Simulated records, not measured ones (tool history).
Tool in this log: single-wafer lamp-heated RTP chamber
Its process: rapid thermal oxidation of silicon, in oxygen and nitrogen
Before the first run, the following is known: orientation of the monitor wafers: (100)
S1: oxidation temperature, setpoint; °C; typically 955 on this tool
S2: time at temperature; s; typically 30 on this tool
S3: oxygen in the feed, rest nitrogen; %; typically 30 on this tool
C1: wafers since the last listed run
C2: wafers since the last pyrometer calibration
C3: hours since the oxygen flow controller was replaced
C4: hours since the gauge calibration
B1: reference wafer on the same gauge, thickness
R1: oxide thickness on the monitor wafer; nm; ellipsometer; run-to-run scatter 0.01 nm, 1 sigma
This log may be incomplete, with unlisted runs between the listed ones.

| run | hour | S1 | S2 | S3 | C1 | C2 | C3 | C4 | B1 | R1 |
|---|---|---|---|---|---|---|---|---|---|---|
| 1 | 0 | 955 | 30 | 30 | 0 | 3281 | 3311 | 603.3 | 2.801 | 2.376 |
| 2 | 39.4 | 955 | 19 | 41 | 284 | 3565 | 3350.4 | 642.7 | 2.8 | 2.245 |
| 3 | 91.2 | 955 | 30 | 18 | 374 | 3939 | 3402.2 | 694.5 | 2.803 | 2.236 |
| 4 | 150.9 | 955 | 30 | 18 | 431 | 4371 | 3461.9 | 754.2 | 2.802 | 2.237 |
| 5 | 183.6 | 955 | 30 | 17 | 236 | 4607 | 3494.6 | 786.9 | 2.801 | 2.229 |
| 6 | 248.5 | 955 | 30 | 17 | 468 | 5076 | 3559.5 | 851.8 | 2.803 | 2.212 |
| 7 | 290.8 | 955 | 30 | 17 | 305 | 5381 | 3601.8 | 894.1 | 2.8 | 2.224 |
| 8 | 320.6 | 955 | 30 | 30 | 215 | 5597 | 3631.6 | 923.9 | 2.801 | 2.4 |
| 9 | 361.3 | 955 | 30 | 30 | 294 | 5891 | 3672.3 | 964.6 | 2.797 | 2.402 |
| 10 | 406.7 | 944 | 30 | 30 | 327 | 6219 | 3717.7 | 1010 | 2.802 | 2.296 |
| 11 | 464.6 | 955 | 30 | 30 | 418 | 6637 | 3775.6 | 1067.9 | 2.798 | 2.374 |
| 12 | 511.9 | 955 | 30 | 30 | 341 | 6978 | 3822.9 | 1115.2 | 2.798 | 2.41 |
|  | 540.1 | gauge calibrated |
| 13 | 558 | 955 | 30 | 30 | 333 | 7311 | 3869 | 17.9 | 2.8 | 2.417 |
|  | 571.6 | oxygen flow controller replaced |
| 14 | 620.9 | 955 | 30 | 30 | 396 | 7708 | 49.3 | 80.8 | 2.803 | 2.391 |
| 15 | 673.9 | 955 | 30 | 30 | 382 | 8091 | 102.3 | 133.8 | 2.803 | 2.429 |
| 16 | 719 | 955 | 30 | 30 | 325 | 8417 | 147.4 | 178.9 | 2.803 | 2.417 |
| 17 | 753 | 955 | 30 | 30 | 245 | 8662 | 181.4 | 212.9 | 2.798 | 2.4 |
|  | 772.4 | pyrometer window cleaned and pyrometer calibrated |
| 18 | 795.3 | 931 | 30 | 30 | 247 | 165 | 223.7 | 255.2 | 2.799 | 2.25 |
| 19 | 820 | 955 | 30 | 30 | 178 | 343 | 248.4 | 279.9 | 2.8 | 2.447 |
| 20 | 870 | 929 | 22 | 17 | 361 | 705 | 298.4 | 329.9 | 2.801 | 2.029 |
| 21 | 917.7 | 940 | 23 | 55 | 344 | 1049 | 346.1 | 377.6 | 2.803 | 2.39 |
| 22 | 968.8 | 983 | 23 | 53 | 369 | 1418 | 397.2 | 428.7 | 2.803 | 2.939 |
| 23 | 1027.3 | 964 | 30 | 49 | 422 | 1841 | 455.7 | 487.2 | 2.803 | 2.84 |
| 24 | 1055.9 | 936 | 16 | 41 | 206 | 2047 | 484.3 | 515.8 | 2.801 | 2.104 |
| 25 | 1086 | 978 | 18 | 44 | 217 | 2265 | 514.4 | 545.9 | 2.8 | 2.552 |
| 26 | 1126.3 | 928 | 16 | 44 | 291 | 2556 | 554.7 | 586.2 | 2.798 | 2.081 |

Run 27 is up next; what results do you expect?
|  | 1142.5 | pyrometer window cleaned and pyrometer calibrated, repeated, since the last time left the tool worse |
| 27 | 1167 | 927 | 30 | 38 | 236 | 177 | 595.4 | 626.9 | ? | ? |

For run 27 the tool returned B1 2.8, R1 2.246 nm.
The same run, on a tool lacking any hidden state, would have yielded R1 2.235 nm.

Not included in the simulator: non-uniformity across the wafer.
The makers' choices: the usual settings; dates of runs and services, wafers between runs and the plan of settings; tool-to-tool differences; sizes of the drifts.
